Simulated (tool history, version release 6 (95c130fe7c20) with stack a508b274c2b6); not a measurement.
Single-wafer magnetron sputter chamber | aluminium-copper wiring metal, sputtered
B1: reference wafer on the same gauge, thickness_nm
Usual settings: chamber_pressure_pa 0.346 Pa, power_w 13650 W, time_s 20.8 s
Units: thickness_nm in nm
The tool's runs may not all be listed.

Run 1, hour 0: usual settings; B1 535.987. Result: thickness_nm 515.457 nm.
Run 2, hour 17: usual settings; B1 535.815. Result: thickness_nm 511.621 nm.
Run 3, hour 32: usual settings; B1 535.857. Result: thickness_nm 512.055 nm.
Run 4, hour 42.4: usual settings but power_w 15150 W; B1 536.33. Result: thickness_nm 565.464 nm.
At hour 63.8: sputter target and shields replaced.
Run 5, hour 64.3: usual settings but power_w 12750 W, time_s 23.7 s; B1 536.164. Result: thickness_nm 555.016 nm.
Run 6, hour 77.3: usual settings but power_w 11800 W; B1 535.97. Result: thickness_nm 446.778 nm.
Run 7, hour 91.9: usual settings but power_w 11800 W; B1 536.023. Result: thickness_nm 443.784 nm.
Run 8, hour 100.8: usual settings; B1 536.162. Result: thickness_nm 512.34 nm.
At hour 111: gauge calibrated.
At hour 112.3: capacitance manometer re-zeroed and calibrated.
Run 9, hour 116.5: usual settings; B1 536.069. Result: thickness_nm 511.784 nm.
Run 10, hour 129.5: usual settings; B1 535.987. Result: thickness_nm 511.273 nm.
At hour 139.7: sputter target and shields replaced.
Run 11, hour 147.2: usual settings but chamber_pressure_pa 0.463 Pa, power_w 12750 W, time_s 22.4 s; B1 535.811. Result: thickness_nm 484.35 nm.
Run 12, hour 158.3: usual settings; B1 535.752. Result: thickness_nm 513.453 nm.
Run 13, hour 174.7: usual settings but chamber_pressure_pa 0.306 Pa; B1 536.19. Result: thickness_nm 524.667 nm.
Run 14, hour 183.6: usual settings; B1 535.986. Result: thickness_nm 511.857 nm.
Run 15, hour 198.9: usual settings but chamber_pressure_pa 0.29 Pa, power_w 16350 W; B1 535.805. Result: thickness_nm 634.204 nm.
At hour 208.1: magnet pack replaced.
Run 16, hour 215.3: usual settings but chamber_pressure_pa 0.236 Pa, power_w 11300 W, time_s 19.3 s; B1 535.924. Result: thickness_nm 419.226 nm.
At hour 227.6: sputter target and shields replaced.
Run 17, hour 268: usual settings but chamber_pressure_pa 0.47 Pa, power_w 16400 W, time_s 24.5 s; B1 536.252. Result: thickness_nm 670.663 nm.
Run 18, hour 278: usual settings; B1 535.839. Result: thickness_nm 511.471 nm.
Run 19, hour 288.1: usual settings but chamber_pressure_pa 0.25 Pa, power_w 11900 W; B1 535.815. Result: thickness_nm 472.855 nm.
Run 20, hour 300.1: usual settings but time_s 18.5 s; B1 536.116. Result: thickness_nm 454.223 nm.

What the log doesn't show, run by run:
true argon pressure above the setpoint (%): 0 in every run
gauge reads high (%): 0 in every run
H1: deposition rate above that of a new target (%)
run       H1
  1    -1.38
  2    -1.94
  3     -2.2
  4    -2.31
  5  -0.0592
  6   -0.905
  7    -1.46
  8    -1.67
  9    -1.91
 10    -2.02
 11   -0.896
 12    -1.47
 13    -1.96
 14    -2.13
 15     -2.3
 16     -2.4
 17    -1.81
 18    -1.95
 19    -2.05
 20    -2.13
